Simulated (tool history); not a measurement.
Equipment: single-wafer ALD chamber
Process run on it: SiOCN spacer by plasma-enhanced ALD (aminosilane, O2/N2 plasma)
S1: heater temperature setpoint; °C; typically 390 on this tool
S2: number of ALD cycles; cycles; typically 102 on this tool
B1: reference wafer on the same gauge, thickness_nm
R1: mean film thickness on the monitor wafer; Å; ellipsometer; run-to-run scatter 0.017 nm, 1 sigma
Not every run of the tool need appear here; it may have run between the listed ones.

run 1 hour=0.0 | S1=390 S2=102 | B1=8.004 | R1=67.90
run 2 hour=36.9 | S1=390 S2=102 | B1=8.005 | R1=68.29
run 3 hour=77.8 | S1=390 S2=102 | B1=7.998 | R1=67.87
run 4 hour=177.4 | S1=390 S2=102 | B1=7.999 | R1=67.63
run 5 hour=251.5 | S1=390 S2=102 | B1=8.004 | R1=67.63
run 6 hour=329.4 | S1=390 S2=102 | B1=7.999 | R1=68.31
run 7 hour=381.3 | S1=390 S2=102 | B1=8.002 | R1=67.96
run 8 hour=452.0 | S1=390 S2=102 | B1=7.999 | R1=67.97
run 9 hour=666.1 | S1=404 S2=93 | B1=7.995 | R1=61.17
run 10 hour=741.8 | S1=382 S2=119 | B1=7.997 | R1=79.19
-- hour=754.3 gauge calibrated
run 11 hour=823.4 | S1=390 S2=102 | B1=8.004 | R1=67.84
-- hour=978.0 thermocouple changed; heater temperature recalibrated
run 12 hour=1137.6 | S1=390 S2=102 | B1=8.002 | R1=68.04
run 13 hour=1199.1 | S1=390 S2=88 | B1=8.005 | R1=58.32
run 14 hour=1293.8 | S1=385 S2=88 | B1=8.005 | R1=58.54
run 15 hour=1398.1 | S1=390 S2=83 | B1=8.001 | R1=55.29
run 16 hour=1479.4 | S1=396 S2=102 | B1=8.003 | R1=68.02
run 17 hour=1559.7 | S1=390 S2=121 | B1=8.006 | R1=80.41

What if the next run were any one of these 5? Each begins from the tool's condition after run 17:
run A hour=1560.3 | S1=390 S2=90 | B1=? | R1=?
run B hour=1560.3 | S1=395 S2=95 | B1=? | R1=?
run C hour=1560.3 | S1=381 S2=112 | B1=? | R1=?
run D hour=1560.3 | S1=397 S2=102 | B1=? | R1=?
run E hour=1560.3 | S1=402 S2=114 | B1=? | R1=?

run=A B1=7.996 R1=59.77
run=B B1=7.996 R1=63.09
run=C B1=7.996 R1=74.37
run=D B1=7.996 R1=67.73
run=E B1=7.996 R1=75.58
Take away the tool's hidden state, keep each run's random variation, and the runs would have read:
run=A R1=59.77
run=B R1=63.09
run=C R1=74.37
run=D R1=67.73
run=E R1=75.58
